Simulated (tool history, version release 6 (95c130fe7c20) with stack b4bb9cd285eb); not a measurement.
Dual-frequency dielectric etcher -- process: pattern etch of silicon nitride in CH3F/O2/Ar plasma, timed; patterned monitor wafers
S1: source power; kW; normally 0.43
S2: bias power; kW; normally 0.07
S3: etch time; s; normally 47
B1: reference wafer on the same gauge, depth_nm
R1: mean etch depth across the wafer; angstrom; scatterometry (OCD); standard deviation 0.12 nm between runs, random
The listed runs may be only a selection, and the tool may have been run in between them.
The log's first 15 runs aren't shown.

run 16 day=33.688 | S1=0.43 S2=0.07 S3=54 | B1=30.1 | R1=401.4
run 17 day=40.838 | S1=0.36 S2=0.07 S3=36.5 | B1=30.11 | R1=247.6
run 18 day=42.6 | S1=0.46 S2=0.07 S3=35 | B1=30.06 | R1=270.9
run 19 day=45.054 | S1=0.43 S2=0.07 S3=47 | B1=30.12 | R1=354.1
run 20 day=51.5 | S1=0.43 S2=0.077 S3=47 | B1=30.07 | R1=368
-- day=52.196 source power generator calibrated
-- day=54.433 wet clean of the chamber
run 21 day=54.454 | S1=0.43 S2=0.07 S3=47 | B1=30.09 | R1=342.8
-- day=55.575 upper electrode replaced
run 22 day=55.625 | S1=0.46 S2=0.054 S3=47 | B1=30.07 | R1=330.3
run 23 day=57.533 | S1=0.43 S2=0.07 S3=47 | B1=30.12 | R1=346.1
run 24 day=60.167 | S1=0.43 S2=0.07 S3=47 | B1=30.1 | R1=345.1
run 25 day=61.575 | S1=0.48 S2=0.07 S3=42.5 | B1=30.11 | R1=333.8
run 26 day=63.883 | S1=0.32 S2=0.055 S3=51.5 | B1=30.12 | R1=304.4
run 27 day=68.471 | S1=0.43 S2=0.07 S3=47 | B1=30.09 | R1=351.9
run 28 day=70.842 | S1=0.43 S2=0.084 S3=47 | B1=30.09 | R1=373.6
run 29 day=72.079 | S1=0.33 S2=0.059 S3=47 | B1=30.07 | R1=289.4
-- day=76.025 wet clean of the chamber
run 30 day=77.55 | S1=0.43 S2=0.07 S3=47 | B1=30.12 | R1=343.6
run 31 day=80.317 | S1=0.46 S2=0.055 S3=58.5 | B1=30.09 | R1=416

What if the next run were any one of these 3? Each begins from the tool's condition after run 31:
run A day=80.333 | S1=0.43 S2=0.088 S3=47 | B1=? | R1=?
run B day=80.333 | S1=0.46 S2=0.075 S3=47 | B1=? | R1=?
run C day=80.333 | S1=0.35 S2=0.07 S3=47 | B1=? | R1=?

run=A B1=30.12 R1=371.5
run=B B1=30.12 R1=364.6
run=C B1=30.12 R1=308.8
What these runs would have given with no unlogged condition in the tool:
run=A R1=370.7
run=B R1=363.9
run=C R1=308.2
